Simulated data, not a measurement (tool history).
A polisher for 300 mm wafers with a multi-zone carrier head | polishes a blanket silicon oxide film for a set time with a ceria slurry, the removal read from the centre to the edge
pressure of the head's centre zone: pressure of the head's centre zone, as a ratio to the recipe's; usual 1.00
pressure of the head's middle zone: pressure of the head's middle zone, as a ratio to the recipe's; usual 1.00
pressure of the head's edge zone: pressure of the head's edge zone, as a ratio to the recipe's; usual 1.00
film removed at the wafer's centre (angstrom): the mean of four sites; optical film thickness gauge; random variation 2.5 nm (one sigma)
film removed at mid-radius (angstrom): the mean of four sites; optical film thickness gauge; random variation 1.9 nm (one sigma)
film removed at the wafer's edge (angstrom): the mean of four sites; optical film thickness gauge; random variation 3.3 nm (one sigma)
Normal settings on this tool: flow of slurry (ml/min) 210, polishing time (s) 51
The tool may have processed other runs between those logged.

run	day	flow of slurry (ml/min)	pressure of the head's centre zone	pressure of the head's middle zone	pressure of the head's edge zone	polishing time (s)	incoming thickness of the incoming film, nm	film removed at the wafer's centre (angstrom)	film removed at mid-radius (angstrom)	film removed at the wafer's edge (angstrom)
1	0.000	210	1.00	1.09	1.00	51	758.3	2273	2580	2353
2	2.954	155	1.00	1.00	1.00	51	773.0	2179	2306	2216
3	4.421	155	1.00	1.00	1.00	51	765.3	2167	2320	2304
# day 6.550: slurry nozzle cleaned
# day 6.704: worn pad replaced by a new one
4	6.783	155	1.00	1.00	1.00	51	768.3	2157	2334	2256
5	8.579	210	1.00	1.00	1.00	51	755.6	2220	2381	2293
6	10.242	210	1.00	1.00	1.00	51	762.0	2179	2399	2286
7	12.900	210	1.00	1.00	1.00	51	758.6	2263	2393	2350
# day 14.608: worn pad replaced by a new one
8	16.442	210	1.00	1.00	1.00	51	764.2	2237	2419	2291
9	18.288	210	1.00	0.96	1.00	51	768.9	2257	2329	2337
# day 21.067: carrier head's membrane replaced by a new one
10	21.088	210	1.00	0.96	1.00	51	760.9	2222	2320	2357
# day 21.842: centre zone pressure recalibrated
# day 22.546: worn pad replaced by a new one
11	22.567	210	1.04	1.00	1.00	51	754.7	2462	2404	2416
12	24.550	210	1.00	1.00	1.00	51	754.2	2415	2417	2338
13	26.262	210	1.11	1.00	1.00	51	761.9	2615	2434	2360
# day 27.879: slurry nozzle cleaned
14	29.000	285	1.00	0.91	1.00	51	754.2	2395	2281	2399
# day 30.708: edge zone pressure recalibrated
# day 31.462: worn pad replaced by a new one
15	31.933	240	1.00	1.00	1.00	51	747.9	2369	2445	2343
16	33.800	210	1.00	1.00	1.00	67	765.2	2992	3122	3014
17	36.779	210	1.00	1.00	1.00	65	762.4	2982	3071	3069
18	39.775	210	1.06	1.00	1.00	51	766.5	2392	2413	2298
# day 41.400: worn pad replaced by a new one
19	41.712	210	1.04	1.00	1.00	51	768.2	2327	2388	2319
20	43.625	210	0.91	0.92	1.00	60	761.7	2468	2640	2722
21	44.683	190	1.00	1.00	1.00	51	764.0	2231	2361	2251

Pick out some run-to-run changes in film removed at the wafer's centre (angstrom). Of each, how much would a tool without hidden state show as well, from the settings, what came in and chance, and how much is left for the hidden state and any gauge scatter not in both results compared?
The hidden state here: removal rate lost through wear of the pad, %; slurry flow missing at the pad, %; deviation of the centre zone's pressure from its setpoint, %; deviation of the edge zone's pressure from its setpoint, %.
Run 10 -> 11: pressure of the head's centre zone 1.00 -> 1.04, pressure of the head's middle zone 0.96 -> 1.00, centre zone pressure recalibrated, worn pad replaced by a new one. film removed at the wafer's centre (angstrom) +240: hidden state +157, all else +83.
Run 15 -> 16: flow of slurry (ml/min) 240 -> 210, polishing time (s) 51 -> 67. film removed at the wafer's centre (angstrom) +623: hidden state -41, all else +664.
Run 17 -> 18: pressure of the head's centre zone 1.00 -> 1.06, polishing time (s) 65 -> 51. film removed at the wafer's centre (angstrom) -590: hidden state +19, all else -609.
